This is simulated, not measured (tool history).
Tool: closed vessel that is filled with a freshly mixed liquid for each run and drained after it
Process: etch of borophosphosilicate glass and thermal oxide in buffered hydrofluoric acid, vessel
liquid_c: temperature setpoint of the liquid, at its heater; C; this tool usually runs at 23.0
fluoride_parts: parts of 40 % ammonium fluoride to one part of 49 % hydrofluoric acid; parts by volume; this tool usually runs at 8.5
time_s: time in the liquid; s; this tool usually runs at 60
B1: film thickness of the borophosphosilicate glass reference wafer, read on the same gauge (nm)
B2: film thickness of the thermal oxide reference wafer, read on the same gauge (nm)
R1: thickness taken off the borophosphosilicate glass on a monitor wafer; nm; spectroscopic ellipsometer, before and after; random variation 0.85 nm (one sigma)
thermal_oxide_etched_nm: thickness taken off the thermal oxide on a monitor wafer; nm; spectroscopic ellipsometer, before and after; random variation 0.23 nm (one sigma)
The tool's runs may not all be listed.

Run 1, day 0.000: usual settings; B1 70.02; B2 60.02. Result: R1 162.97 nm, thermal_oxide_etched_nm 73.83 nm.
Run 2, day 1.967: usual settings; B1 70.05; B2 59.97. Result: R1 163.00 nm, thermal_oxide_etched_nm 73.59 nm.
Run 3, day 6.296: usual settings but liquid_c 24.5 C, fluoride_parts 10.5 parts by volume; B1 70.01; B2 59.95. Result: R1 149.11 nm, thermal_oxide_etched_nm 67.37 nm.
Run 4, day 10.717: usual settings but liquid_c 24.5 C, fluoride_parts 10.5 parts by volume; B1 70.00; B2 59.96. Result: R1 150.51 nm, thermal_oxide_etched_nm 67.45 nm.
Run 5, day 12.558: usual settings but time_s 45 s; B1 70.03; B2 60.02. Result: R1 123.89 nm, thermal_oxide_etched_nm 55.49 nm.
Run 6, day 15.696: usual settings but time_s 85 s; B1 70.00; B2 59.99. Result: R1 235.30 nm, thermal_oxide_etched_nm 105.65 nm.
At day 19.862: thermometer replaced.
Run 7, day 19.904: usual settings but time_s 85 s; B1 69.97; B2 60.00. Result: R1 253.30 nm, thermal_oxide_etched_nm 114.32 nm.
At day 21.162: hydrofluoric acid flow meter replaced.
Run 8, day 22.546: usual settings but fluoride_parts 11.0 parts by volume, time_s 35 s; B1 69.98; B2 60.05. Result: R1 83.82 nm, thermal_oxide_etched_nm 37.74 nm.
Run 9, day 25.404: usual settings; B1 70.01; B2 60.00. Result: R1 179.19 nm, thermal_oxide_etched_nm 80.39 nm.
Run 10, day 27.921: usual settings but fluoride_parts 10.0 parts by volume; B1 69.98; B2 59.96. Result: R1 158.00 nm, thermal_oxide_etched_nm 71.62 nm.
Run 11, day 29.429: usual settings but fluoride_parts 6.0 parts by volume, time_s 80 s; B1 70.00; B2 60.01. Result: R1 339.74 nm, thermal_oxide_etched_nm 151.87 nm.
Run 12, day 31.700: usual settings but time_s 85 s; B1 70.01; B2 60.00. Result: R1 255.20 nm, thermal_oxide_etched_nm 114.76 nm.
At day 32.529: thermometer replaced, repeated, since the last time left the tool worse.
Run 13, day 33.404: usual settings; B1 69.99; B2 60.07. Result: R1 151.32 nm, thermal_oxide_etched_nm 67.94 nm.
At day 34.425: gauge calibrated.
Run 14, day 35.496: usual settings but time_s 35 s; B1 69.99; B2 60.00. Result: R1 87.84 nm, thermal_oxide_etched_nm 39.62 nm.
Run 15, day 39.196: usual settings but liquid_c 21.5 C, fluoride_parts 6.0 parts by volume, time_s 70 s; B1 70.02; B2 59.99. Result: R1 229.11 nm, thermal_oxide_etched_nm 103.07 nm.
Run 16, day 43.629: usual settings but liquid_c 28.0 C; B1 70.04; B2 60.00. Result: R1 199.28 nm, thermal_oxide_etched_nm 89.70 nm.
At day 47.446: hydrofluoric acid flow meter replaced.
Run 17, day 47.658: usual settings but liquid_c 25.0 C, fluoride_parts 6.0 parts by volume, time_s 90 s; B1 70.00; B2 59.97. Result: R1 364.55 nm, thermal_oxide_etched_nm 161.65 nm.
Run 18, day 52.129: usual settings; B1 69.97; B2 59.99. Result: R1 154.09 nm, thermal_oxide_etched_nm 68.95 nm.
Run 19, day 54.438: usual settings but liquid_c 26.5 C, fluoride_parts 6.0 parts by volume; B1 70.02; B2 60.04. Result: R1 264.04 nm, thermal_oxide_etched_nm 117.32 nm.
Run 20, day 55.988: usual settings but liquid_c 21.5 C, time_s 45 s; B1 69.98; B2 59.99. Result: R1 106.01 nm, thermal_oxide_etched_nm 47.89 nm.
Run 21, day 59.658: usual settings but liquid_c 24.5 C; B1 70.00; B2 59.95. Result: R1 167.58 nm, thermal_oxide_etched_nm 75.69 nm.
Run 22, day 63.204: usual settings but liquid_c 18.5 C, fluoride_parts 7.0 parts by volume; B1 70.02; B2 60.03. Result: R1 149.92 nm, thermal_oxide_etched_nm 67.21 nm.
Run 23, day 66.238: usual settings; B1 69.99; B2 60.01. Result: R1 156.62 nm, thermal_oxide_etched_nm 70.09 nm.

Run 24, settings as shown, results not yet in. Your forecast:
Run 24, day 69.379: usual settings; B1 ?; B2 ?. Result: R1 ?, thermal_oxide_etched_nm ?.

For run 24 the tool returned B1 70.03, B2 59.96, R1 156.36 nm, thermal_oxide_etched_nm 69.84 nm.
Had the tool carried no hidden state, the very same run would have given R1 152.02 nm, thermal_oxide_etched_nm 67.88 nm.

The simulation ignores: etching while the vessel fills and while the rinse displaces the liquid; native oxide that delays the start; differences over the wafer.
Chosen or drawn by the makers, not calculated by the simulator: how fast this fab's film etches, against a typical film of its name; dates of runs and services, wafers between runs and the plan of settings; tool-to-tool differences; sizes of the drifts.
